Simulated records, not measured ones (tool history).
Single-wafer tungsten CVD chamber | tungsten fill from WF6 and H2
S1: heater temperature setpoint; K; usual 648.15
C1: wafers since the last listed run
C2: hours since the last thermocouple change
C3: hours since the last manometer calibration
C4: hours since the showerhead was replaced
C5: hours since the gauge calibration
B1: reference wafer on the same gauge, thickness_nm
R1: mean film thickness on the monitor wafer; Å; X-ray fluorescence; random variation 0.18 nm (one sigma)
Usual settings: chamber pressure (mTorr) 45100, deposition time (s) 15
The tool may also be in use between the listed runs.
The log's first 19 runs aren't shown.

Run 20, day 20.512: usual settings; C1 920; C2 125.9; C3 1047.1; C4 6325.1; C5 80.9; B1 41.981. Result: R1 369.61 Å.
Run 21, day 21.629: usual settings but S1 661.15 K; C1 1264; C2 152.7; C3 1073.9; C4 6351.9; C5 107.7; B1 42.158. Result: R1 494.26 Å.
Run 22, day 22.838: usual settings but S1 654.15 K, chamber pressure (mTorr) 52600; C1 1368; C2 181.7; C3 1102.9; C4 6380.9; C5 136.7; B1 42.258. Result: R1 461.88 Å.
Run 23, day 23.754: usual settings but chamber pressure (mTorr) 48100, deposition time (s) 13.3; C1 1037; C2 203.7; C3 1124.9; C4 6402.9; C5 158.7; B1 42.252. Result: R1 342.96 Å.
Run 24, day 25.067: usual settings but chamber pressure (mTorr) 38200; C1 1486; C2 235.2; C3 1156.4; C4 6434.4; C5 190.2; B1 42.377. Result: R1 342.66 Å.
At day 25.454: capacitance manometer re-zeroed and calibrated.
At day 26.608: showerhead replaced.
Run 25, day 28.512: usual settings but S1 659.15 K, chamber pressure (mTorr) 40900, deposition time (s) 13.5; C1 3147; C2 317.9; C3 73.4; C4 45.7; C5 272.9; B1 42.542. Result: R1 409.78 Å.
Run 26, day 29.729: usual settings but S1 654.15 K, chamber pressure (mTorr) 49600, deposition time (s) 16.2; C1 1377; C2 347.1; C3 102.6; C4 74.9; C5 302.1; B1 42.593. Result: R1 488.4 Å.
Run 27, day 30.888: usual settings but chamber pressure (mTorr) 52900, deposition time (s) 16.5; C1 1311; C2 374.9; C3 130.4; C4 102.7; C5 329.9; B1 42.629. Result: R1 446.49 Å.
Run 28, day 32.221: usual settings but deposition time (s) 15.9; C1 1509; C2 406.9; C3 162.4; C4 134.7; C5 361.9; B1 42.686. Result: R1 398.17 Å.
Run 29, day 33.158: usual settings but chamber pressure (mTorr) 39900; C1 1061; C2 429.4; C3 184.9; C4 157.2; C5 384.4; B1 42.75. Result: R1 358.1 Å.
Run 30, day 34.117: usual settings but S1 658.15 K, chamber pressure (mTorr) 49800; C1 1085; C2 452.4; C3 207.9; C4 180.2; C5 407.4; B1 42.749. Result: R1 492.22 Å.
Run 31, day 34.754: usual settings but S1 656.15 K, chamber pressure (mTorr) 54500, deposition time (s) 12.2; C1 721; C2 467.7; C3 223.2; C4 195.5; C5 422.7; B1 42.736. Result: R1 400.58 Å.
Run 32, day 35.462: usual settings; C1 802; C2 484.7; C3 240.2; C4 212.5; C5 439.7; B1 42.804. Result: R1 378.5 Å.

5 ways to go on from here, each from the tool as it stands after run 32. What would each give?
Run A, day 35.479: usual settings but deposition time (s) 16.1; C1 18; C2 485.1; C3 240.6; C4 212.9; C5 440.1; B1 ?. Result: R1 ?.
Run B, day 35.479: usual settings but S1 634.15 K; C1 18; C2 485.1; C3 240.6; C4 212.9; C5 440.1; B1 ?. Result: R1 ?.
Run C, day 35.479: usual settings but S1 642.15 K, chamber pressure (mTorr) 48600, deposition time (s) 17.6; C1 18; C2 485.1; C3 240.6; C4 212.9; C5 440.1; B1 ?. Result: R1 ?.
Run D, day 35.479: usual settings but deposition time (s) 17.8; C1 18; C2 485.1; C3 240.6; C4 212.9; C5 440.1; B1 ?. Result: R1 ?.
Run E, day 35.479: usual settings but chamber pressure (mTorr) 41000, deposition time (s) 12.4; C1 18; C2 485.1; C3 240.6; C4 212.9; C5 440.1; B1 ?. Result: R1 ?.

run      B1      R1
  A  42.811  403.89
  B  42.811  269.18
  C  42.811  398.19
  D  42.811  446.73
  E  42.811  296.18
Without the tool's hidden state the same runs would have given:
run      R1
  A  393.46
  B  262.23
  C   387.9
  D  435.19
  E  288.53
